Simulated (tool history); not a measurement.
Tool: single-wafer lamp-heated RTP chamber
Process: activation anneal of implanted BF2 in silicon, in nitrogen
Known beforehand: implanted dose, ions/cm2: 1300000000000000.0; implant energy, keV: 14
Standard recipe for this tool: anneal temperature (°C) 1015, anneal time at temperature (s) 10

run    hour  anneal temperature (°C)  anneal time at temperature (s)  wafers since the last listed run  wafers since the last pyrometer calibration  wafers since the reflector plate was cleaned  hours since the gauge calibration  read-back reference wafer on the same gauge, sheet resistance  sheet resistance of the implanted and annealed layer (ohm/square)
  1     0.0                     1015                              10                                 0                                         1611                                          4476                              307.0                                                         207.00                                                             204.91
  2    78.8                     1015                              10                              1561                                         3173                                          6038                              385.8                                                         207.00                                                             204.19
      330.1  -- pyrometer window cleaned and pyrometer calibrated
  3   330.6                     1015                              10                              4832                                           10                                         10870                              637.6                                                         206.96                                                             205.16
  4   388.7                     1015                              10                              1151                                         1162                                         12021                              695.7                                                         206.93                                                             204.94
  5   430.8                     1015                              10                               834                                         1996                                         12856                              737.8                                                         206.97                                                             205.90
      478.2  -- reflector plate cleaned
  6   508.4                     1015                              10                              1379                                         3376                                           598                              815.4                                                         207.06                                                             205.20
  7   588.9                     1015                              10                              1595                                         4971                                          2193                              895.9                                                         207.01                                                             204.05
  8   677.3                     1015                              10                              1752                                         6723                                          3945                              984.3                                                         206.96                                                             203.84
      717.5  -- pyrometer window cleaned and pyrometer calibrated
  9   734.3                     1015                              10                               971                                          333                                          4916                             1041.3                                                         207.09                                                             205.43
 10   809.8                     1015                              10                              1496                                         1830                                          6413                             1116.8                                                         206.94                                                             204.59
 11   853.4                     1015                              10                               864                                         2694                                          7277                             1160.4                                                         207.00                                                             204.64
 12   956.8                     1015                              12                              2049                                         4743                                          9326                             1263.8                                                         207.06                                                             196.93
 13  1021.0                     1037                              10                              1272                                         6016                                         10599                             1328.0                                                         206.99                                                             170.11
 14  1084.4                     1042                               7                              1256                                         7272                                         11855                             1391.4                                                         207.06                                                             175.71
     1115.8  -- pyrometer window cleaned and pyrometer calibrated
 15  1177.7                      991                              12                              1690                                         1227                                         13546                             1484.7                                                         207.03                                                             239.51
     1273.8  -- reflector plate cleaned
     1339.3  -- gauge calibrated
 16  1419.8                     1027                              12                              4639                                         5867                                          2894                               80.5                                                         206.96                                                             177.61
 17  1480.3                     1000                               6                              1199                                         7066                                          4093                              141.0                                                         207.13                                                             245.17
     1548.1  -- pyrometer window cleaned and pyrometer calibrated
 18  1563.4                     1033                              15                              1488                                          303                                          5581                              224.1                                                         207.06                                                             162.61
 19  1603.6                     1026                               6                               796                                         1100                                          6378                              264.3                                                         207.15                                                             205.76
 20  1797.4                     1015                              10                              3841                                         4941                                         10219                              458.1                                                         207.00                                                             204.92
 21  1881.8                     1015                              10                              1672                                         6614                                         11892                              542.5                                                         207.01                                                             203.19
     1927.1  -- pyrometer window cleaned and pyrometer calibrated
 22  1934.4                     1032                               8                               883                                          144                                         12776                              595.1                                                         207.03                                                             185.90
     2012.2  -- reflector plate cleaned
 23  2040.6                     1038                              13                              1946                                         2091                                           562                              701.3                                                         206.92                                                             161.19

Consider 5 possible next runs. They are alternatives, not a sequence: every one starts from the tool as it was left by run 23. What does each give?
  A  2041.0                     1015                               7                                 7                                         2099                                           570                              701.7                                                              ?                                                                  ?
  B  2041.0                      986                              12                                 7                                         2099                                           570                              701.7                                                              ?                                                                  ?
  C  2041.0                     1035                               6                                 7                                         2099                                           570                              701.7                                                              ?                                                                  ?
  D  2041.0                     1034                              10                                 7                                         2099                                           570                              701.7                                                              ?                                                                  ?
  E  2041.0                     1025                               5                                 7                                         2099                                           570                              701.7                                                              ?                                                                  ?

run  read-back reference wafer on the same gauge, sheet resistance  sheet resistance of the implanted and annealed layer (ohm/square)
  A                                                         206.92                                                             218.28
  B                                                         206.92                                                             248.94
  C                                                         206.92                                                             192.69
  D                                                         206.92                                                             174.85
  E                                                         206.92                                                             214.11
With no hidden state in the tool, these same runs would have given:
run  sheet resistance of the implanted and annealed layer (ohm/square)
  A                                                             218.74
  B                                                             249.49
  C                                                             193.11
  D                                                             175.27
  E                                                             214.53
